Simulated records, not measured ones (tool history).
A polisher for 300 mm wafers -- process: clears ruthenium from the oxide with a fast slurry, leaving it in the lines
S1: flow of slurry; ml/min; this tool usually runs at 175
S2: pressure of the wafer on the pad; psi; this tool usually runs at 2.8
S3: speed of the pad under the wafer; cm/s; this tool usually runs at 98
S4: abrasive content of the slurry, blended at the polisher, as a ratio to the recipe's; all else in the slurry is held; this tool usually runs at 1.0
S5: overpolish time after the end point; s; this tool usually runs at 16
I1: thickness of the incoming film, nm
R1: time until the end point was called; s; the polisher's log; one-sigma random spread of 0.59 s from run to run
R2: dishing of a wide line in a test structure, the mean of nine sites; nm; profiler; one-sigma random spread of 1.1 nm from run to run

{"run": 1, "hour": 0.0, "S1": 175, "S2": 2.8, "S3": 98, "S4": 1.0, "S5": 16, "I1": 131.2, "R1": 46.1, "R2": 41.9}
{"run": 2, "hour": 34.2, "S1": 195, "S2": 2.8, "S3": 98, "S4": 1.0, "S5": 24, "I1": 132.3, "R1": 46.4, "R2": 58.8}
{"run": 3, "hour": 59.5, "S1": 195, "S2": 2.8, "S3": 98, "S4": 1.0, "S5": 24, "I1": 131.4, "R1": 46.3, "R2": 59.4}
{"run": 4, "hour": 92.6, "S1": 195, "S2": 2.8, "S3": 98, "S4": 1.0, "S5": 24, "I1": 130.5, "R1": 46.6, "R2": 58.5}
{"hour": 105.3, "done": "worn pad replaced by a new one"}
{"hour": 110.5, "done": "slurry blender recalibrated"}
{"run": 5, "hour": 116.5, "S1": 155, "S2": 2.8, "S3": 98, "S4": 1.0, "S5": 19, "I1": 132.5, "R1": 44.0, "R2": 53.2}
{"run": 6, "hour": 130.4, "S1": 155, "S2": 2.8, "S3": 98, "S4": 1.0, "S5": 19, "I1": 129.7, "R1": 43.8, "R2": 50.8}
{"run": 7, "hour": 161.8, "S1": 175, "S2": 2.8, "S3": 80, "S4": 1.1, "S5": 16, "I1": 129.6, "R1": 51.3, "R2": 37.2}
{"hour": 177.1, "done": "head pressure recalibrated"}
{"run": 8, "hour": 185.5, "S1": 135, "S2": 2.8, "S3": 122, "S4": 0.9, "S5": 23, "I1": 130.0, "R1": 38.1, "R2": 69.4}
{"run": 9, "hour": 198.7, "S1": 175, "S2": 3.7, "S3": 98, "S4": 1.2, "S5": 16, "I1": 131.6, "R1": 28.2, "R2": 64.5}
{"hour": 212.7, "done": "slurry nozzle cleaned"}
{"run": 10, "hour": 231.1, "S1": 175, "S2": 2.8, "S3": 98, "S4": 1.0, "S5": 16, "I1": 127.3, "R1": 42.2, "R2": 44.2}
{"hour": 262.6, "done": "worn pad replaced by a new one"}
{"run": 11, "hour": 263.1, "S1": 175, "S2": 2.8, "S3": 126, "S4": 1.0, "S5": 12, "I1": 129.5, "R1": 28.6, "R2": 47.1}
{"run": 12, "hour": 297.7, "S1": 175, "S2": 3.6, "S3": 98, "S4": 1.0, "S5": 16, "I1": 132.0, "R1": 31.8, "R2": 60.2}
{"run": 13, "hour": 323.1, "S1": 195, "S2": 2.8, "S3": 98, "S4": 0.9, "S5": 16, "I1": 132.1, "R1": 44.2, "R2": 42.0}
{"run": 14, "hour": 338.3, "S1": 175, "S2": 3.7, "S3": 98, "S4": 1.0, "S5": 16, "I1": 127.8, "R1": 30.9, "R2": 57.5}

Here are 3 independent what-if runs from the current tool condition. What would each one return?
{"run": "A", "hour": 338.7, "S1": 175, "S2": 2.8, "S3": 98, "S4": 1.0, "S5": 16, "I1": 131.2, "R1": "?", "R2": "?"}
{"run": "B", "hour": 338.7, "S1": 175, "S2": 2.8, "S3": 74, "S4": 1.0, "S5": 22, "I1": 131.2, "R1": "?", "R2": "?"}
{"run": "C", "hour": 338.7, "S1": 235, "S2": 2.5, "S3": 98, "S4": 1.0, "S5": 16, "I1": 131.2, "R1": "?", "R2": "?"}

run=A R1=42.3 R2=46.3
run=B R1=54.4 R2=49.1
run=C R1=45.7 R2=43.2
Take away the tool's hidden state, keep each run's random variation, and the runs would have read:
run=A R1=38.1 R2=50.7
run=B R1=49.0 R2=53.7
run=C R1=41.2 R2=47.4

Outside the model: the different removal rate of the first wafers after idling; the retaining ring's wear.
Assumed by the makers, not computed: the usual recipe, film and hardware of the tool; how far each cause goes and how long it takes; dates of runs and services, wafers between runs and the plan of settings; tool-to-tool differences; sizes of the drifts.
